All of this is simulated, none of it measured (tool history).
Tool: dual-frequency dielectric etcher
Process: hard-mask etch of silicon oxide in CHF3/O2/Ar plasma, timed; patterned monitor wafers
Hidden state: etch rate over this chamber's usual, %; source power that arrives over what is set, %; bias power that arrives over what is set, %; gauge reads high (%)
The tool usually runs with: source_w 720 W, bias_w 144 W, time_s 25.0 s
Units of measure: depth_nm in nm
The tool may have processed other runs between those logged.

| run | hour | source_w | bias_w | time_s | wafers since the last listed run | hours since the last wet clean | hours since the last source power generator calibration | hours since the last bias power generator calibration | hours since the last upper electrode change | hours since the gauge calibration | read-back reference wafer on the same gauge, depth_nm | depth_nm |
|---|---|---|---|---|---|---|---|---|---|---|---|---|
| 1 | 0.0 | 720 | 144 | 20.5 | 0 | 378.7 | 4622.9 | 4712.7 | 4044.3 | 338.2 | 56.80 | 39.43 |
| 2 | 15.7 | 720 | 144 | 20.5 | 235 | 394.4 | 4638.6 | 4728.4 | 4060.0 | 353.9 | 56.84 | 39.65 |
| 3 | 24.8 | 720 | 144 | 25.0 | 136 | 403.5 | 4647.7 | 4737.5 | 4069.1 | 363.0 | 56.82 | 48.00 |
| 4 | 76.2 | 720 | 144 | 25.0 | 770 | 454.9 | 4699.1 | 4788.9 | 4120.5 | 414.4 | 56.72 | 48.30 |
| 5 | 92.0 | 720 | 144 | 25.0 | 236 | 470.7 | 4714.9 | 4804.7 | 4136.3 | 430.2 | 56.79 | 47.79 |
| 6 | 99.1 | 720 | 144 | 25.0 | 106 | 477.8 | 4722.0 | 4811.8 | 4143.4 | 437.3 | 56.86 | 47.90 |
|  | 137.5 | source power generator calibrated |
| 7 | 138.9 | 720 | 144 | 25.0 | 536 | 517.6 | 1.4 | 4851.6 | 4183.2 | 477.1 | 56.83 | 48.03 |
| 8 | 151.0 | 720 | 144 | 25.0 | 181 | 529.7 | 13.5 | 4863.7 | 4195.3 | 489.2 | 56.71 | 48.09 |
|  | 160.7 | bias power generator calibrated |
| 9 | 166.4 | 720 | 144 | 29.0 | 170 | 545.1 | 28.9 | 5.7 | 4210.7 | 504.6 | 56.80 | 55.30 |
| 10 | 173.6 | 720 | 144 | 29.0 | 107 | 552.3 | 36.1 | 12.9 | 4217.9 | 511.8 | 56.71 | 55.50 |
|  | 204.9 | wet clean of the chamber |
| 11 | 205.4 | 720 | 144 | 25.0 | 116 | 0.5 | 67.9 | 44.7 | 4249.7 | 543.6 | 56.81 | 51.47 |
| 12 | 205.7 | 720 | 144 | 25.0 | 4 | 0.8 | 68.2 | 45.0 | 4250.0 | 543.9 | 56.78 | 51.29 |
| 13 | 217.5 | 720 | 144 | 29.0 | 176 | 12.6 | 80.0 | 56.8 | 4261.8 | 555.7 | 56.84 | 59.65 |
| 14 | 230.6 | 720 | 144 | 25.0 | 196 | 25.7 | 93.1 | 69.9 | 4274.9 | 568.8 | 56.70 | 51.24 |
| 15 | 236.9 | 720 | 173 | 32.0 | 94 | 32.0 | 99.4 | 76.2 | 4281.2 | 575.1 | 56.69 | 67.93 |
|  | 237.5 | gauge calibrated |
| 16 | 252.7 | 620 | 111 | 18.0 | 236 | 47.8 | 115.2 | 92.0 | 4297.0 | 15.2 | 56.77 | 34.47 |
| 17 | 268.4 | 720 | 144 | 25.0 | 235 | 63.5 | 130.9 | 107.7 | 4312.7 | 30.9 | 56.77 | 51.15 |
| 18 | 278.1 | 720 | 144 | 25.0 | 145 | 73.2 | 140.6 | 117.4 | 4322.4 | 40.6 | 56.86 | 51.02 |
| 19 | 292.7 | 720 | 144 | 25.0 | 218 | 87.8 | 155.2 | 132.0 | 4337.0 | 55.2 | 56.73 | 51.24 |
|  | 317.0 | wet clean of the chamber, repeated, since the last time left the tool worse |
|  | 320.1 | upper electrode replaced |
| 20 | 320.6 | 800 | 124 | 29.5 | 11 | 3.6 | 183.1 | 159.9 | 0.5 | 83.1 | 56.84 | 57.52 |
| 21 | 322.1 | 900 | 144 | 19.0 | 22 | 5.1 | 184.6 | 161.4 | 2.0 | 84.6 | 56.75 | 39.07 |
| 22 | 339.2 | 550 | 169 | 25.0 | 256 | 22.2 | 201.7 | 178.5 | 19.1 | 101.7 | 56.80 | 47.96 |
| 23 | 356.1 | 720 | 175 | 25.0 | 253 | 39.1 | 218.6 | 195.4 | 36.0 | 118.6 | 56.85 | 50.54 |
| 24 | 366.1 | 720 | 144 | 25.0 | 149 | 49.1 | 228.6 | 205.4 | 46.0 | 128.6 | 56.79 | 48.73 |
| 25 | 383.0 | 800 | 180 | 19.0 | 253 | 66.0 | 245.5 | 222.3 | 62.9 | 145.5 | 56.73 | 39.22 |
| 26 | 390.6 | 600 | 144 | 25.0 | 113 | 73.6 | 253.1 | 229.9 | 70.5 | 153.1 | 56.75 | 47.25 |
| 27 | 402.4 | 720 | 144 | 25.0 | 176 | 85.4 | 264.9 | 241.7 | 82.3 | 164.9 | 56.83 | 48.54 |
| 28 | 412.0 | 720 | 144 | 25.0 | 143 | 95.0 | 274.5 | 251.3 | 91.9 | 174.5 | 56.76 | 48.99 |
| 29 | 422.6 | 870 | 133 | 29.5 | 158 | 105.6 | 285.1 | 261.9 | 102.5 | 185.1 | 56.84 | 58.99 |
| 30 | 437.8 | 810 | 113 | 20.5 | 227 | 120.8 | 300.3 | 277.1 | 117.7 | 200.3 | 56.80 | 39.38 |
| 31 | 446.7 | 720 | 144 | 28.5 | 133 | 129.7 | 309.2 | 286.0 | 126.6 | 209.2 | 56.79 | 55.56 |

What the log doesn't show, run by run:
source power that arrives over what is set, %: 0 at every run
bias power that arrives over what is set, %: 0 at every run
gauge reads high (%): 0 at every run
H1: etch rate over this chamber's usual, %
| run | H1 |
|---|---|
| 1 | -1.82 |
| 2 | -1.88 |
| 3 | -1.92 |
| 4 | -2.12 |
| 5 | -2.18 |
| 6 | -2.21 |
| 7 | -2.37 |
| 8 | -2.42 |
| 9 | -2.48 |
| 10 | -2.51 |
| 11 | 4.52 |
| 12 | 4.52 |
| 13 | 4.47 |
| 14 | 4.42 |
| 15 | 4.4 |
| 16 | 4.33 |
| 17 | 4.27 |
| 18 | 4.23 |
| 19 | 4.17 |
| 20 | -0.351 |
| 21 | -0.357 |
| 22 | -0.425 |
| 23 | -0.492 |
| 24 | -0.532 |
| 25 | -0.599 |
| 26 | -0.629 |
| 27 | -0.677 |
| 28 | -0.715 |
| 29 | -0.757 |
| 30 | -0.818 |
| 31 | -0.853 |
